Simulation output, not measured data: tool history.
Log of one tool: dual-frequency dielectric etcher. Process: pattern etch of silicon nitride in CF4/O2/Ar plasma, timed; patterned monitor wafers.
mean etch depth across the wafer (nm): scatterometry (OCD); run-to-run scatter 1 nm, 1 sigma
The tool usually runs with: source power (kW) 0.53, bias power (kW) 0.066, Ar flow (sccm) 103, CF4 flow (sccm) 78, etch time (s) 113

run,hour,source power (kW),bias power (kW),Ar flow (sccm),CF4 flow (sccm),etch time (s),"read-back reference wafer on the same gauge, depth_nm",mean etch depth across the wafer (nm)
1,0,0.53,0.066,103,78,95.5,225.1,213.1
2,17.3,0.53,0.066,103,78,95.5,225,211.9
3,25,0.53,0.066,103,78,95.5,225.2,212.3
4,31.2,0.53,0.059,103,78,113,225.6,237
5,42.4,0.53,0.066,103,78,113,224.9,252.1
# hour 68: wet clean of the chamber
6,68.5,0.53,0.066,103,78,113,225.1,244.5
7,72.7,0.53,0.066,84,83,113,224.8,253.5
8,81.8,0.53,0.075,103,78,113,225.3,258.8
# hour 84.4: gauge calibrated
# hour 91.9: source power generator calibrated
9,92.4,0.53,0.075,103,78,113,224.7,259.9
# hour 118.5: upper electrode replaced, of another model than before
10,119,0.53,0.066,103,78,113,224.9,243.7
11,121.1,0.53,0.066,103,59,113,225.3,238.5
12,127.7,0.53,0.059,103,78,113,224.9,226.6
# hour 138.3: bias power generator calibrated
13,143.7,0.46,0.066,103,91,113,225,221.9
# hour 161.9: Ar flow controller replaced
14,162.4,0.53,0.052,121,66,135.5,224.8,230.5
# hour 176.9: CF4 flow controller replaced
15,177.4,0.48,0.066,103,78,113,225.1,227.3
16,188.5,0.44,0.075,121,72,113,225.2,224.3
17,201.1,0.62,0.066,103,78,113,224.7,280.2
18,209.1,0.48,0.055,117,78,98.5,225.2,168.8
19,218.8,0.53,0.078,103,78,92.5,224.8,228.9
20,226.9,0.53,0.072,84,89,103,225.3,253.1
21,241.5,0.53,0.066,103,86,113,224.9,250.6
22,258.9,0.64,0.066,103,78,124,225.5,318.6

Branching from run 22: 3 alternative next runs. What would each branch give?
A,259.3,0.53,0.066,103,78,113,?,?
B,259.3,0.45,0.066,103,78,143.5,?,?
C,259.3,0.41,0.066,129,65,100.5,?,?

run,"read-back reference wafer on the same gauge, depth_nm",mean etch depth across the wafer (nm)
A,225.5,249.3
B,225.5,277.1
C,225.5,170.3
With no hidden state in the tool, these same runs would have given:
run,mean etch depth across the wafer (nm)
A,241.9
B,268.9
C,165.2
